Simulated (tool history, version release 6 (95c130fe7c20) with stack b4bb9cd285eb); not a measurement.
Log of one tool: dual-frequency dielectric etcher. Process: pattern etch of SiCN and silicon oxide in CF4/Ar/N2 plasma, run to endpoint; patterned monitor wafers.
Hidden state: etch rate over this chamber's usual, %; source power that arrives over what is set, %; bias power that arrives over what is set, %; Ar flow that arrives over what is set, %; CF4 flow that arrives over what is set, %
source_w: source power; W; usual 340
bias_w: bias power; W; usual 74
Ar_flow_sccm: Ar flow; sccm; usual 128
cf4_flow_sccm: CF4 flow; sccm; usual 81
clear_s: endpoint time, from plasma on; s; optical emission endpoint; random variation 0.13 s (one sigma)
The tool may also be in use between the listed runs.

run,hour,source_w,bias_w,Ar_flow_sccm,cf4_flow_sccm,wafers since the last listed run,hours since the last wet clean,hours since the last source power generator calibration,hours since the last bias power generator calibration,hours since the last Ar flow controller change,hours since the last CF4 flow controller change,hours since the last upper electrode change,"incoming incoming film thickness, nm",clear_s
1,0,340,74,128,81,0,488.4,124.6,87.6,5554.7,2236.7,1820.6,11.99,16.5
2,53.1,400,74,128,81,474,541.5,177.7,140.7,5607.8,2289.8,1873.7,11.93,14.2
# hour 59.3: Ar flow controller replaced
3,109.9,340,74,128,81,453,598.3,234.5,197.5,50.6,2346.6,1930.5,12.05,16.1
4,150.3,340,84,128,81,360,638.7,274.9,237.9,91,2387,1970.9,12.16,15.6
# hour 186: wet clean of the chamber
5,258.2,340,84,128,81,748,72.2,382.8,345.8,198.9,2494.9,2078.8,12.11,16.1
6,315.4,340,64,128,65,510,129.4,440,403,256.1,2552.1,2136,12.12,18.7
# hour 379.1: upper electrode replaced
7,381.9,390,74,128,81,379,195.9,506.5,469.5,322.6,2618.6,2.8,12.04,14.9
8,452.4,420,74,116,97,629,266.4,577,540,393.1,2689.1,73.3,12.1,13.5
9,490.6,340,74,128,81,341,304.6,615.2,578.2,431.3,2727.3,111.5,12.16,16.8
10,520.5,340,74,128,81,266,334.5,645.1,608.1,461.2,2757.2,141.4,12.07,16.5
# hour 551.1: CF4 flow controller replaced
11,553.9,340,74,140,98,244,367.9,678.5,641.5,494.6,2.8,174.8,12.27,16.5
12,592.3,340,74,128,81,342,406.3,716.9,679.9,533,41.2,213.2,12.11,16.3
13,644.5,420,74,116,97,465,458.5,769.1,732.1,585.2,93.4,265.4,12.11,13.4
14,684.6,270,74,146,81,357,498.6,809.2,772.2,625.3,133.5,305.5,12.15,20.2
# hour 727: wet clean of the chamber
15,743.6,340,68,115,81,312,16.6,868.2,831.2,684.3,192.5,364.5,12.09,17.7
16,792.1,300,74,103,81,432,65.1,916.7,879.7,732.8,241,413,12.07,18.3
17,856.9,340,74,128,81,578,129.9,981.5,944.5,797.6,305.8,477.8,12.17,16.9
18,890.9,340,74,128,81,303,163.9,1015.5,978.5,831.6,339.8,511.8,12.19,17.1

Run 19 comes next. What will it give?
19,943.2,340,91,128,81,466,216.2,1067.8,1030.8,883.9,392.1,564.1,12.13,?

clear_s: 15.4 s
Without the tool's hidden state the same run would have given clear_s 15.7 s.
